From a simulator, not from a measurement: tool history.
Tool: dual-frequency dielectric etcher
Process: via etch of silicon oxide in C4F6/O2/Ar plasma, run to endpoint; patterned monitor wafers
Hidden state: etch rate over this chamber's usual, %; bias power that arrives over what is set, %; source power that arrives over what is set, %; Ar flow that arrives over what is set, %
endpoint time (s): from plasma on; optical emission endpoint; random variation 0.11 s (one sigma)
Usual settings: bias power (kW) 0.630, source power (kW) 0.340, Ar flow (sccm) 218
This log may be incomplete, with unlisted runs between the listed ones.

| run | hour | bias power (kW) | source power (kW) | Ar flow (sccm) | wafers since the last listed run | hours since the last wet clean | hours since the last bias power generator calibration | hours since the last source power generator calibration | hours since the last Ar flow controller change | hours since the last upper electrode change | incoming incoming film thickness, nm | endpoint time (s) |
|---|---|---|---|---|---|---|---|---|---|---|---|---|
| 1 | 0.0 | 0.630 | 0.340 | 218 | 0 | 142.4 | 4456.6 | 2279.3 | 3227.8 | 4449.0 | 172.4 | 37.7 |
| 2 | 28.7 | 0.630 | 0.340 | 218 | 426 | 171.1 | 4485.3 | 2308.0 | 3256.5 | 4477.7 | 172.6 | 38.0 |
| 3 | 47.1 | 0.630 | 0.340 | 231 | 273 | 189.5 | 4503.7 | 2326.4 | 3274.9 | 4496.1 | 172.9 | 38.5 |
| 4 | 63.4 | 0.630 | 0.340 | 231 | 242 | 205.8 | 4520.0 | 2342.7 | 3291.2 | 4512.4 | 171.0 | 38.0 |
| 5 | 76.7 | 0.630 | 0.340 | 231 | 197 | 219.1 | 4533.3 | 2356.0 | 3304.5 | 4525.7 | 171.8 | 38.2 |
| 6 | 105.4 | 0.630 | 0.340 | 218 | 426 | 247.8 | 4562.0 | 2384.7 | 3333.2 | 4554.4 | 173.8 | 38.5 |
|  | 155.2 | upper electrode replaced |
| 7 | 155.7 | 0.630 | 0.340 | 218 | 390 | 298.1 | 4612.3 | 2435.0 | 3383.5 | 0.5 | 171.8 | 38.3 |
| 8 | 156.0 | 0.630 | 0.310 | 245 | 4 | 298.4 | 4612.6 | 2435.3 | 3383.8 | 0.8 | 174.6 | 40.8 |
| 9 | 174.7 | 0.630 | 0.310 | 245 | 277 | 317.1 | 4631.3 | 2454.0 | 3402.5 | 19.5 | 171.6 | 40.1 |
| 10 | 206.7 | 0.630 | 0.340 | 218 | 475 | 349.1 | 4663.3 | 2486.0 | 3434.5 | 51.5 | 173.4 | 38.7 |
| 11 | 230.2 | 0.630 | 0.340 | 174 | 349 | 372.6 | 4686.8 | 2509.5 | 3458.0 | 75.0 | 173.5 | 37.2 |
|  | 259.4 | bias power generator calibrated |
|  | 261.4 | source power generator calibrated |
|  | 277.1 | wet clean of the chamber |
| 12 | 283.1 | 0.760 | 0.390 | 201 | 463 | 6.0 | 23.7 | 21.7 | 3510.9 | 127.9 | 170.2 | 32.8 |
| 13 | 295.5 | 0.523 | 0.340 | 218 | 184 | 18.4 | 36.1 | 34.1 | 3523.3 | 140.3 | 171.3 | 40.0 |
|  | 310.1 | Ar flow controller replaced |
| 14 | 311.0 | 0.584 | 0.380 | 186 | 141 | 33.9 | 51.6 | 49.6 | 0.9 | 155.8 | 171.7 | 36.5 |
| 15 | 342.1 | 0.747 | 0.300 | 171 | 462 | 65.0 | 82.7 | 80.7 | 32.0 | 186.9 | 173.8 | 35.9 |
| 16 | 358.0 | 0.630 | 0.340 | 218 | 236 | 80.9 | 98.6 | 96.6 | 47.9 | 202.8 | 171.9 | 37.8 |
| 17 | 384.5 | 0.529 | 0.420 | 169 | 393 | 107.4 | 125.1 | 123.1 | 74.4 | 229.3 | 174.2 | 36.5 |
| 18 | 401.0 | 0.525 | 0.340 | 255 | 245 | 123.9 | 141.6 | 139.6 | 90.9 | 245.8 | 174.0 | 42.0 |

What if the next run were any one of these 4? Each begins from the tool's condition after run 18:
| A | 401.4 | 0.630 | 0.340 | 218 | 5 | 124.3 | 142.0 | 140.0 | 91.3 | 246.2 | 172.8 | ? |
| B | 401.4 | 0.574 | 0.340 | 218 | 5 | 124.3 | 142.0 | 140.0 | 91.3 | 246.2 | 172.8 | ? |
| C | 401.4 | 0.630 | 0.260 | 166 | 5 | 124.3 | 142.0 | 140.0 | 91.3 | 246.2 | 172.8 | ? |
| D | 401.4 | 0.755 | 0.260 | 218 | 5 | 124.3 | 142.0 | 140.0 | 91.3 | 246.2 | 172.8 | ? |

| run | endpoint time (s) |
|---|---|
| A | 38.2 |
| B | 39.5 |
| C | 39.9 |
| D | 39.1 |
The same runs, with their run-to-run variation unchanged, on a tool lacking any hidden condition would have given:
| run | endpoint time (s) |
|---|---|
| A | 38.0 |
| B | 39.3 |
| C | 39.6 |
| D | 38.8 |
